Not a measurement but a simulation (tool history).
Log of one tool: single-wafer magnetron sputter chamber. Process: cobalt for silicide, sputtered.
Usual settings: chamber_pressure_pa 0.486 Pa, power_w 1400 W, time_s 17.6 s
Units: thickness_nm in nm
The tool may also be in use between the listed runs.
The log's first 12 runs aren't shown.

run   hour  chamber_pressure_pa  power_w  time_s  wafers since the last listed run  wafers on the sputter target  hours since the last manometer calibration  hours since the magnet pack was replaced  hours since the gauge calibration  read-back reference wafer on the same gauge, thickness_nm  thickness_nm
 13  323.6                0.486     1400    16.5                               466                          2186                                      2233.3                                    5023.7                               71.7                                                     15.493        12.334
 14  346.2                0.486     1400    16.5                               524                          2710                                      2255.9                                    5046.3                               94.3                                                     15.513        12.252
 15  360.6                0.599     1700      20                               334                          3044                                      2270.3                                    5060.7                              108.7                                                     15.514        17.565
 16  379.6                0.486     1400    17.6                               440                          3485                                      2289.3                                    5079.7                              127.7                                                     15.519        13.038
 17  415.6                0.329     1100    14.3                               835                          4320                                      2325.3                                    5115.7                              163.7                                                     15.519          8.67
 18  432.2                0.486     1400    17.6                               385                          4705                                      2341.9                                    5132.3                              180.3                                                     15.503        13.063
 19  455.5                0.486     1100    17.6                               540                          5246                                      2365.2                                    5155.6                              203.6                                                     15.508        10.228
 20  488.4                0.311     1400    17.6                               763                          6009                                      2398.1                                    5188.5                              236.5                                                     15.501        13.323
 21  501.4                0.486     1650    14.6                               301                          6311                                      2411.1                                    5201.5                              249.5                                                     15.503        12.481
 22  515.5                 0.58     1650    19.9                               327                          6638                                      2425.2                                    5215.6                              263.6                                                     15.532        16.948
 23  529.5                0.486     1250    17.6                               324                          6963                                      2439.2                                    5229.6                              277.6                                                     15.482        11.467
 24  548.5                0.539     1400    21.1                               440                          7403                                      2458.2                                    5248.6                              296.6                                                     15.493        15.411
     560.5  -- magnet pack replaced
     566.5  -- sputter target and shields replaced
 25    567                0.376     1250    17.6                               104                            11                                      2476.7                                       6.5                              315.1                                                     15.493        12.118
 26  637.8                0.486     1400    17.6                              1642                          1654                                      2547.5                                      77.3                              385.9                                                     15.515        13.114
     648.5  -- capacitance manometer re-zeroed and calibrated
 27  655.4                0.574     1300    19.7                               222                          1877                                         6.9                                      94.9                              403.5                                                     15.502        13.432
 28    751                0.548     1700    20.8                              2217                          4095                                       102.5                                     190.5                              499.1                                                     15.507        18.639
 29  775.7                0.486     1650    14.6                               573                          4668                                       127.2                                     215.2                              523.8                                                     15.495        12.851
 30  810.6                0.486     1200    17.6                               809                          5477                                       162.1                                     250.1                              558.7                                                     15.478        10.998
 31  846.4                0.486     1400    16.5                               830                          6308                                       197.9                                     285.9                              594.5                                                     15.524        12.093
 32    859                0.486     1400    17.6                               292                          6600                                       210.5                                     298.5                              607.1                                                      15.48        12.935
     872.3  -- gauge calibrated
     891.1  -- sputter target and shields replaced
 33  891.6                0.486     1400    16.5                               570                            12                                       243.1                                     331.1                               19.3                                                     15.449         12.52
 34  917.6                0.604     1700    20.3                               603                           615                                       269.1                                     357.1                               45.3                                                     15.483        18.041

Forecast each of these 5 alternatives for the next run:
  A   918                0.366     1400    17.6                                 9                           624                                       269.5                                     357.5                               45.7                                                          ?             ?
  B   918                0.486     1400    15.3                                 9                           624                                       269.5                                     357.5                               45.7                                                          ?             ?
  C   918                0.318     1200    20.6                                 9                           624                                       269.5                                     357.5                               45.7                                                          ?             ?
  D   918                0.351     1250    19.5                                 9                           624                                       269.5                                     357.5                               45.7                                                          ?             ?
  E   918                0.671     1300    17.6                                 9                           624                                       269.5                                     357.5                               45.7                                                          ?             ?

run  read-back reference wafer on the same gauge, thickness_nm  thickness_nm
  A                                                     15.517        13.587
  B                                                     15.517        11.517
  C                                                     15.517         13.77
  D                                                     15.517        13.484
  E                                                     15.517        11.838
Without the tool's hidden state the same runs would have given:
run  thickness_nm
  A        13.729
  B        11.637
  C        13.914
  D        13.624
  E        11.962

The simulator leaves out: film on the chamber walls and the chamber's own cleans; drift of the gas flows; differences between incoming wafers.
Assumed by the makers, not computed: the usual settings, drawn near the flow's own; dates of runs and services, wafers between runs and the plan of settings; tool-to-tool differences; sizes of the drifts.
